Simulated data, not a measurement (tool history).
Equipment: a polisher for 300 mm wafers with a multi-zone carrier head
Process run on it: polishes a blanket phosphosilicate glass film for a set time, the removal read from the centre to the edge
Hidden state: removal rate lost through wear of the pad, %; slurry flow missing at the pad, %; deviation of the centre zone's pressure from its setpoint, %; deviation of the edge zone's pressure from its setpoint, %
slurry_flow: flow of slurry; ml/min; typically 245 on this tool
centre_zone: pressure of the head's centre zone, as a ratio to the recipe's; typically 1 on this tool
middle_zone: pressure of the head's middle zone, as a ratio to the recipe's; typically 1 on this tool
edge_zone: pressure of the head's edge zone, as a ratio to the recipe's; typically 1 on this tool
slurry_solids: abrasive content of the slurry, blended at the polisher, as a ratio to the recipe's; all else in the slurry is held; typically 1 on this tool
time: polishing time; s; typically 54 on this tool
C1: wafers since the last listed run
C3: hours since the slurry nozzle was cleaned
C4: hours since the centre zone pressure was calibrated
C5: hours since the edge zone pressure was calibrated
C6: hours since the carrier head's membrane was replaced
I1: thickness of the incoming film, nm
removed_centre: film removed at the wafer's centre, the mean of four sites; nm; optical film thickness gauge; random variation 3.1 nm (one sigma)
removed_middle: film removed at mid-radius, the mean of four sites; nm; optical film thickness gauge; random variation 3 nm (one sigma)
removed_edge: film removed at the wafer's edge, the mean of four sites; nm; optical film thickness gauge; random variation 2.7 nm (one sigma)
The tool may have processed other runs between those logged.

Run 1, day 0: usual settings but centre_zone 1.03, edge_zone 0.9, slurry_solids 1.15; C1 0; wafers polished on this pad 1668; C3 4.8; C4 1040.6; C5 11.4; C6 831.3; I1 3420.9. Result: removed_centre 437.9 nm, removed_middle 448 nm, removed_edge 420.2 nm.
Run 2, day 1.929: usual settings; C1 693; wafers polished on this pad 2361; C3 51.1; C4 1086.9; C5 57.7; C6 877.6; I1 3397.4. Result: removed_centre 413.4 nm, removed_middle 425.2 nm, removed_edge 415.7 nm.
Run 3, day 4.362: usual settings; C1 874; wafers polished on this pad 3236; C3 109.5; C4 1145.3; C5 116.1; C6 936; I1 3437.5. Result: removed_centre 405 nm, removed_middle 424.3 nm, removed_edge 418.1 nm.
Run 4, day 6.258: usual settings but middle_zone 1.09, edge_zone 0.96; C1 681; wafers polished on this pad 3917; C3 155; C4 1190.8; C5 161.6; C6 981.5; I1 3408. Result: removed_centre 406.4 nm, removed_middle 444.4 nm, removed_edge 411 nm.
Run 5, day 8.479: usual settings but slurry_flow 220 ml/min, centre_zone 0.96, middle_zone 1.06, slurry_solids 0.8; C1 798; wafers polished on this pad 4715; C3 208.3; C4 1244.1; C5 214.9; C6 1034.8; I1 3419.7. Result: removed_centre 362.9 nm, removed_middle 405.9 nm, removed_edge 382 nm.
Run 6, day 9.667: usual settings; C1 426; wafers polished on this pad 5142; C3 236.8; C4 1272.6; C5 243.4; C6 1063.3; I1 3433.4. Result: removed_centre 408.3 nm, removed_middle 419.7 nm, removed_edge 418.5 nm.
Run 7, day 10.946: usual settings but slurry_flow 295 ml/min, slurry_solids 0.9; C1 459; wafers polished on this pad 5602; C3 267.5; C4 1303.3; C5 274.1; C6 1094; I1 3364.5. Result: removed_centre 395.3 nm, removed_middle 405.9 nm, removed_edge 403.1 nm.
At day 13.642: centre zone pressure recalibrated.
Run 8, day 13.946: usual settings but slurry_solids 0.9, time 64 s; C1 1048; wafers polished on this pad 6650; C3 339.5; C4 7.3; C5 346.1; C6 1166; I1 3460.7. Result: removed_centre 488.6 nm, removed_middle 477.9 nm, removed_edge 472.4 nm.
At day 14.246: worn pad replaced by a new one.
Run 9, day 15.338: usual settings but slurry_flow 310 ml/min, slurry_solids 0.8; C1 440; wafers polished on this pad 392; C3 372.9; C4 40.7; C5 379.5; C6 1199.4; I1 3371.3. Result: removed_centre 402.1 nm, removed_middle 391 nm, removed_edge 386.1 nm.
Run 10, day 17.879: usual settings but slurry_solids 0.9; C1 913; wafers polished on this pad 1306; C3 433.9; C4 101.7; C5 440.5; C6 1260.4; I1 3429.4. Result: removed_centre 413.4 nm, removed_middle 402.6 nm, removed_edge 400.9 nm.
At day 18.279: slurry nozzle cleaned.
Run 11, day 19.183: usual settings but slurry_flow 280 ml/min, slurry_solids 0.9; C1 453; wafers polished on this pad 1760; C3 21.7; C4 133; C5 471.8; C6 1291.7; I1 3362.4. Result: removed_centre 408.6 nm, removed_middle 412.7 nm, removed_edge 398.3 nm.
At day 20.362: carrier head's membrane replaced by a new one.
Run 12, day 20.783: usual settings but slurry_solids 0.7; C1 500; wafers polished on this pad 2260; C3 60.1; C4 171.4; C5 510.2; C6 10.1; I1 3403.5. Result: removed_centre 375.8 nm, removed_middle 369.6 nm, removed_edge 361.4 nm.
Run 13, day 23.096: usual settings but middle_zone 0.93, slurry_solids 0.75; C1 831; wafers polished on this pad 3091; C3 115.6; C4 226.9; C5 565.7; C6 65.6; I1 3409. Result: removed_centre 381.5 nm, removed_middle 359.9 nm, removed_edge 374.8 nm.
Run 14, day 24.383: usual settings; C1 462; wafers polished on this pad 3554; C3 146.5; C4 257.8; C5 596.6; C6 96.5; I1 3421. Result: removed_centre 423.1 nm, removed_middle 424.4 nm, removed_edge 412.5 nm.
Run 15, day 29.962: usual settings but slurry_flow 285 ml/min, time 41 s; C1 2005; wafers polished on this pad 5559; C3 280.4; C4 391.7; C5 730.5; C6 230.4; I1 3365.7. Result: removed_centre 325.6 nm, removed_middle 324.3 nm, removed_edge 316.9 nm.
Run 16, day 31.208: usual settings but middle_zone 1.09, time 65 s; C1 447; wafers polished on this pad 6007; C3 310.3; C4 421.6; C5 760.4; C6 260.3; I1 3441.5. Result: removed_centre 515.9 nm, removed_middle 533.9 nm, removed_edge 496 nm.
At day 31.562: worn pad replaced by a new one.
Run 17, day 32.746: usual settings; C1 492; wafers polished on this pad 425; C3 347.2; C4 458.5; C5 797.3; C6 297.2; I1 3393.6. Result: removed_centre 425.1 nm, removed_middle 425.6 nm, removed_edge 414.7 nm.
Run 18, day 34.746: usual settings but middle_zone 1.07, time 47 s; C1 718; wafers polished on this pad 1144; C3 395.2; C4 506.5; C5 845.3; C6 345.2; I1 3417. Result: removed_centre 367.1 nm, removed_middle 382.6 nm, removed_edge 361.1 nm.
At day 36.975: slurry nozzle cleaned.
Run 19, day 37.167: usual settings; C1 855; wafers polished on this pad 1999; C3 4.6; C4 564.6; C5 903.4; C6 403.3; I1 3444.7. Result: removed_centre 418.1 nm, removed_middle 420.1 nm, removed_edge 408.7 nm.
Run 20, day 39.442: usual settings but middle_zone 1.06; C1 817; wafers polished on this pad 2817; C3 59.2; C4 619.2; C5 958; C6 457.9; I1 3374.7. Result: removed_centre 420.5 nm, removed_middle 440.9 nm, removed_edge 413.7 nm.

Forecast each of these 5 alternatives for the next run:
Run A, day 39.458: usual settings; C1 5; wafers polished on this pad 2823; C3 59.6; C4 619.6; C5 958.4; C6 458.3; I1 3378.9. Result: removed_centre ?, removed_middle ?, removed_edge ?.
Run B, day 39.458: usual settings but time 71 s; C1 5; wafers polished on this pad 2823; C3 59.6; C4 619.6; C5 958.4; C6 458.3; I1 3378.9. Result: removed_centre ?, removed_middle ?, removed_edge ?.
Run C, day 39.458: usual settings but middle_zone 0.95, slurry_solids 1.3; C1 5; wafers polished on this pad 2823; C3 59.6; C4 619.6; C5 958.4; C6 458.3; I1 3378.9. Result: removed_centre ?, removed_middle ?, removed_edge ?.
Run D, day 39.458: usual settings but middle_zone 0.96, edge_zone 0.9, time 42 s; C1 5; wafers polished on this pad 2823; C3 59.6; C4 619.6; C5 958.4; C6 458.3; I1 3378.9. Result: removed_centre ?, removed_middle ?, removed_edge ?.
Run E, day 39.458: usual settings but middle_zone 1.07, time 39 s; C1 5; wafers polished on this pad 2823; C3 59.6; C4 619.6; C5 958.4; C6 458.3; I1 3378.9. Result: removed_centre ?, removed_middle ?, removed_edge ?.

run  removed_centre  removed_middle  removed_edge
  A           424.8           417.8         416.1
  B           558.5           549.4         547.1
  C           465.7           442.2         456.5
  D           330.3             316         308.1
  E           306.9           316.5         300.3
With no hidden state in the tool, these same runs would have given:
run  removed_centre  removed_middle  removed_edge
  A           429.3           417.8         416.1
  B           564.4           549.3         547.1
  C           470.6           442.2         456.5
  D           333.8             316         308.1
  E           310.2           316.5         300.3
